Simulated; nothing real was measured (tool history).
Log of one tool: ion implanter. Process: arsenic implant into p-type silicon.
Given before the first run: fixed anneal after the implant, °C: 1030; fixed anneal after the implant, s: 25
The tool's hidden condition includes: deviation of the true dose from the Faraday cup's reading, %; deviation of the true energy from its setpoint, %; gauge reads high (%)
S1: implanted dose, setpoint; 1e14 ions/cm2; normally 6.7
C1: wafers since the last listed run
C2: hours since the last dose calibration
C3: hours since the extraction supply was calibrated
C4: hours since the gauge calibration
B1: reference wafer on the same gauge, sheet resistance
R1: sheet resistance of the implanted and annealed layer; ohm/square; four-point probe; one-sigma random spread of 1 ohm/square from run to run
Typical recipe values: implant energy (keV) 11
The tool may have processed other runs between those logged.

run 1 hour=0 | S1=6.7 implant_energy_(keV)=10 | C1=0 C2=1379.7 C3=4130.9 C4=864.2 | B1=140.87 | R1=166.83
run 2 hour=57 | S1=5.62 implant_energy_(keV)=13.5 | C1=2153 C2=1436.7 C3=4187.9 C4=921.2 | B1=140.92 | R1=186.63
-- hour=115.8 Faraday cup replaced and dose calibrated
run 3 hour=120.1 | S1=5.62 implant_energy_(keV)=13.5 | C1=2081 C2=4.3 C3=4251 C4=984.3 | B1=141.03 | R1=191.87
run 4 hour=199.4 | S1=6.7 implant_energy_(keV)=11 | C1=2995 C2=83.6 C3=4330.3 C4=1063.6 | B1=140.92 | R1=171.38
run 5 hour=256.9 | S1=6.7 implant_energy_(keV)=11 | C1=2172 C2=141.1 C3=4387.8 C4=1121.1 | B1=140.86 | R1=170.73
-- hour=295.3 gauge calibrated
run 6 hour=506 | S1=6.7 implant_energy_(keV)=11 | C1=9410 C2=390.2 C3=4636.9 C4=210.7 | B1=141.09 | R1=170.93
run 7 hour=571.8 | S1=6.7 implant_energy_(keV)=9 | C1=2485 C2=456 C3=4702.7 C4=276.5 | B1=141.03 | R1=171.53
run 8 hour=677.5 | S1=6.7 implant_energy_(keV)=11 | C1=3993 C2=561.7 C3=4808.4 C4=382.2 | B1=141.01 | R1=169.91
run 9 hour=733.8 | S1=6.7 implant_energy_(keV)=12.5 | C1=2126 C2=618 C3=4864.7 C4=438.5 | B1=141.09 | R1=166.43
run 10 hour=794.3 | S1=6.7 implant_energy_(keV)=12.5 | C1=2285 C2=678.5 C3=4925.2 C4=499 | B1=141.18 | R1=166.87
run 11 hour=835.4 | S1=5.15 implant_energy_(keV)=11 | C1=1552 C2=719.6 C3=4966.3 C4=540.1 | B1=140.93 | R1=205.04
run 12 hour=891.8 | S1=5.15 implant_energy_(keV)=11 | C1=2130 C2=776 C3=5022.7 C4=596.5 | B1=141.01 | R1=204.14
run 13 hour=946.4 | S1=6.7 implant_energy_(keV)=11 | C1=2062 C2=830.6 C3=5077.3 C4=651.1 | B1=141.08 | R1=169.54
-- hour=971.2 extraction supply calibrated
run 14 hour=1029.8 | S1=6.7 implant_energy_(keV)=11 | C1=2848 C2=914 C3=58.6 C4=734.5 | B1=141.1 | R1=169.97
run 15 hour=1122.4 | S1=6.7 implant_energy_(keV)=11 | C1=3498 C2=1006.6 C3=151.2 C4=827.1 | B1=140.89 | R1=167.26
run 16 hour=1210.2 | S1=6.7 implant_energy_(keV)=13.5 | C1=3316 C2=1094.4 C3=239 C4=914.9 | B1=140.94 | R1=165.78
run 17 hour=1274.4 | S1=8.14 implant_energy_(keV)=14 | C1=2425 C2=1158.6 C3=303.2 C4=979.1 | B1=140.88 | R1=142.94
run 18 hour=1316.1 | S1=4.9 implant_energy_(keV)=12.5 | C1=1575 C2=1200.3 C3=344.9 C4=1020.8 | B1=141.02 | R1=208.77
run 19 hour=1465.6 | S1=7.41 implant_energy_(keV)=9.5 | C1=5647 C2=1349.8 C3=494.4 C4=1170.3 | B1=141.23 | R1=155.29
run 20 hour=1521 | S1=4.72 implant_energy_(keV)=11 | C1=2092 C2=1405.2 C3=549.8 C4=1225.7 | B1=140.93 | R1=216.64
run 21 hour=1591.2 | S1=6.1 implant_energy_(keV)=13.5 | C1=2652 C2=1475.4 C3=620 C4=1295.9 | B1=140.97 | R1=177.65
-- hour=1665.3 Faraday cup replaced and dose calibrated
-- hour=1666.3 gauge calibrated
run 22 hour=1684.8 | S1=6.7 implant_energy_(keV)=11 | C1=3233 C2=19.5 C3=713.6 C4=18.5 | B1=141.08 | R1=160.69
run 23 hour=1789.5 | S1=5.15 implant_energy_(keV)=11 | C1=3955 C2=124.2 C3=818.3 C4=123.2 | B1=141 | R1=198.55

Estimate the outcome of run 24 from the log above:
run 24 hour=1872.7 | S1=8.32 implant_energy_(keV)=8.5 | C1=3143 C2=207.4 C3=901.5 C4=206.4 | B1=? | R1=?

{"run 24": {"B1": 140.99, "R1": 140.23}}
Take away the tool's hidden state, keep the run-to-run variation as it was, and the same run would have given R1 145.88 ohm/square.

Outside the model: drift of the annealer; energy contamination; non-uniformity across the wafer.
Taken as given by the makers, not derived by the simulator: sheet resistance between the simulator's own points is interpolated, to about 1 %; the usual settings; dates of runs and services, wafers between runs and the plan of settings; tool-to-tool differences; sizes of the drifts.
